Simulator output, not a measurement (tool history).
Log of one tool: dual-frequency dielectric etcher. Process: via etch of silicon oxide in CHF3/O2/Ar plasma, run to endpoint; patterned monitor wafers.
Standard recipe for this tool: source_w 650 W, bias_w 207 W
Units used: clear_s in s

| run | hour | source_w | bias_w | incoming incoming film thickness, nm | clear_s |
|---|---|---|---|---|---|
| 1 | 0.0 | 650 | 207 | 812.7 | 349.3 |
| 2 | 21.3 | 650 | 207 | 806.0 | 347.8 |
| 3 | 38.9 | 620 | 220 | 814.4 | 347.4 |
| 4 | 70.3 | 620 | 220 | 814.6 | 346.7 |
| 5 | 109.3 | 620 | 220 | 816.9 | 341.6 |
| 6 | 131.5 | 650 | 207 | 809.0 | 340.6 |
| 7 | 148.2 | 590 | 207 | 814.7 | 357.1 |
| 8 | 174.1 | 590 | 207 | 815.6 | 357.0 |
| 9 | 193.0 | 720 | 235 | 820.9 | 318.4 |
| 10 | 218.3 | 650 | 207 | 820.3 | 347.3 |
| 11 | 254.1 | 650 | 207 | 806.6 | 342.9 |
| 12 | 286.6 | 650 | 207 | 814.4 | 347.4 |
| 13 | 306.8 | 650 | 234 | 816.4 | 331.7 |
| 14 | 339.4 | 650 | 207 | 820.3 | 348.2 |
| 15 | 366.4 | 650 | 207 | 816.1 | 348.1 |
| 16 | 386.0 | 650 | 207 | 818.3 | 348.9 |
| 17 | 402.5 | 790 | 232 | 814.5 | 311.1 |
| 18 | 421.0 | 500 | 207 | 811.7 | 377.6 |
| 19 | 446.1 | 650 | 207 | 814.6 | 347.6 |
| 20 | 459.2 | 650 | 255 | 821.6 | 322.9 |
| 21 | 511.1 | 500 | 238 | 819.5 | 361.5 |
| 22 | 525.3 | 780 | 173 | 815.6 | 353.1 |
| 23 | 567.4 | 730 | 207 | 807.8 | 327.0 |
| 24 | 578.4 | 650 | 207 | 812.3 | 342.3 |
| 25 | 597.2 | 650 | 207 | 803.3 | 338.9 |
| 26 | 620.7 | 650 | 207 | 815.9 | 344.7 |
| 27 | 655.9 | 650 | 222 | 812.7 | 333.5 |
| 28 | 678.2 | 650 | 155 | 807.6 | 387.8 |
| 29 | 711.3 | 760 | 207 | 817.4 | 328.9 |
| 30 | 731.1 | 750 | 207 | 806.4 | 324.7 |
| 31 | 755.8 | 650 | 207 | 813.4 | 344.9 |
| 32 | 781.0 | 650 | 207 | 820.9 | 349.0 |
| 33 | 810.4 | 550 | 207 | 820.8 | 368.9 |
| 34 | 842.7 | 650 | 207 | 821.7 | 351.2 |

Not shown here: 5 entries made in the log between runs. Locate each between two listed runs and compare the hidden state at the listed run before it with the hidden state at the listed run after it:
Runs 4 to 5: wet clean of the chamber (hour 108.8)
  etch rate over this chamber's usual, %: -2.44 -> -0.000965
  difference, measured minus the result without the unlogged condition, clear_s: +8.5 -> +0.0 s
Runs 10 to 11: source power generator calibrated (hour 235.7)
  etch rate over this chamber's usual, %: -0.498 -> -0.661
  difference, measured minus the result without the unlogged condition, clear_s: +1.7 -> +2.2 s
Runs 14 to 15: bias power generator calibrated (hour 359.9)
  etch rate over this chamber's usual, %: -1.05 -> -1.17
  difference, measured minus the result without the unlogged condition, clear_s: +3.6 -> +4.1 s
Runs 20 to 21: upper electrode replaced (hour 510.6)
  etch rate over this chamber's usual, %: -1.6 -> -1.83
  difference, measured minus the result without the unlogged condition, clear_s: +5.2 -> +6.6 s
Runs 22 to 23: wet clean of the chamber (hour 566.9)
  etch rate over this chamber's usual, %: -1.9 -> 0.0466
  difference, measured minus the result without the unlogged condition, clear_s: +6.7 -> -0.1 s

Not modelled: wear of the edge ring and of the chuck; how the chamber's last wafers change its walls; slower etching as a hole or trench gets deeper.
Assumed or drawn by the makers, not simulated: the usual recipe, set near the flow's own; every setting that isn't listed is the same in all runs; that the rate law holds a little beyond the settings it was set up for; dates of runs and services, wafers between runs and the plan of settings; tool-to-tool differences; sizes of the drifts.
